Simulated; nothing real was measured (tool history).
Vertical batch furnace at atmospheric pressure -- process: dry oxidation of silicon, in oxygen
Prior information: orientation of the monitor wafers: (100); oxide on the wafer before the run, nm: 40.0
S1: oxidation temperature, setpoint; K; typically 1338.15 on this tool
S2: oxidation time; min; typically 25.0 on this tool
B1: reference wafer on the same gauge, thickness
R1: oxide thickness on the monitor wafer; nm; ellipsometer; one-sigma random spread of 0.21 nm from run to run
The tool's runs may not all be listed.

run 1 day=0.000 | S1=1338.15 S2=25.0 | B1=89.84 | R1=75.81
run 2 day=0.696 | S1=1338.15 S2=25.0 | B1=89.77 | R1=75.83
run 3 day=1.346 | S1=1338.15 S2=25.0 | B1=89.86 | R1=75.57
run 4 day=1.892 | S1=1323.15 S2=25.0 | B1=89.69 | R1=70.23
run 5 day=2.575 | S1=1323.15 S2=25.0 | B1=89.69 | R1=70.59
-- day=3.212 gauge calibrated
run 6 day=3.212 | S1=1338.15 S2=19.0 | B1=89.75 | R1=68.82
-- day=4.542 boat lift adjusted
run 7 day=4.562 | S1=1338.15 S2=19.0 | B1=89.73 | R1=68.58
run 8 day=4.700 | S1=1338.15 S2=19.0 | B1=89.88 | R1=68.86
run 9 day=4.904 | S1=1338.15 S2=25.0 | B1=89.84 | R1=75.82
run 10 day=5.283 | S1=1328.15 S2=29.5 | B1=89.80 | R1=76.99
run 11 day=5.729 | S1=1326.15 S2=20.0 | B1=89.83 | R1=66.62
-- day=6.829 thermocouples replaced and temperature profile calibrated
run 12 day=6.850 | S1=1338.15 S2=25.0 | B1=89.83 | R1=75.47
run 13 day=6.992 | S1=1338.15 S2=25.0 | B1=89.69 | R1=75.24
run 14 day=7.296 | S1=1357.15 S2=13.5 | B1=89.82 | R1=66.93
run 15 day=7.796 | S1=1315.15 S2=14.5 | B1=89.77 | R1=58.53
run 16 day=8.171 | S1=1351.15 S2=15.5 | B1=89.77 | R1=68.40
run 17 day=8.596 | S1=1322.15 S2=36.5 | B1=89.77 | R1=81.34

Branching from run 17: 5 alternative next runs. What would each branch give?
run A day=8.742 | S1=1338.15 S2=19.5 | B1=? | R1=?
run B day=8.742 | S1=1355.15 S2=16.5 | B1=? | R1=?
run C day=8.742 | S1=1321.15 S2=15.0 | B1=? | R1=?
run D day=8.742 | S1=1363.15 S2=31.0 | B1=? | R1=?
run E day=8.742 | S1=1315.15 S2=18.5 | B1=? | R1=?

run=A B1=89.82 R1=69.35
run=B B1=89.82 R1=70.58
run=C B1=89.82 R1=60.16
run=D B1=89.82 R1=93.87
run=E B1=89.82 R1=62.27
What these runs would have given with no unlogged condition in the tool:
run=A R1=69.35
run=B R1=70.58
run=C R1=60.16
run=D R1=93.87
run=E R1=62.27
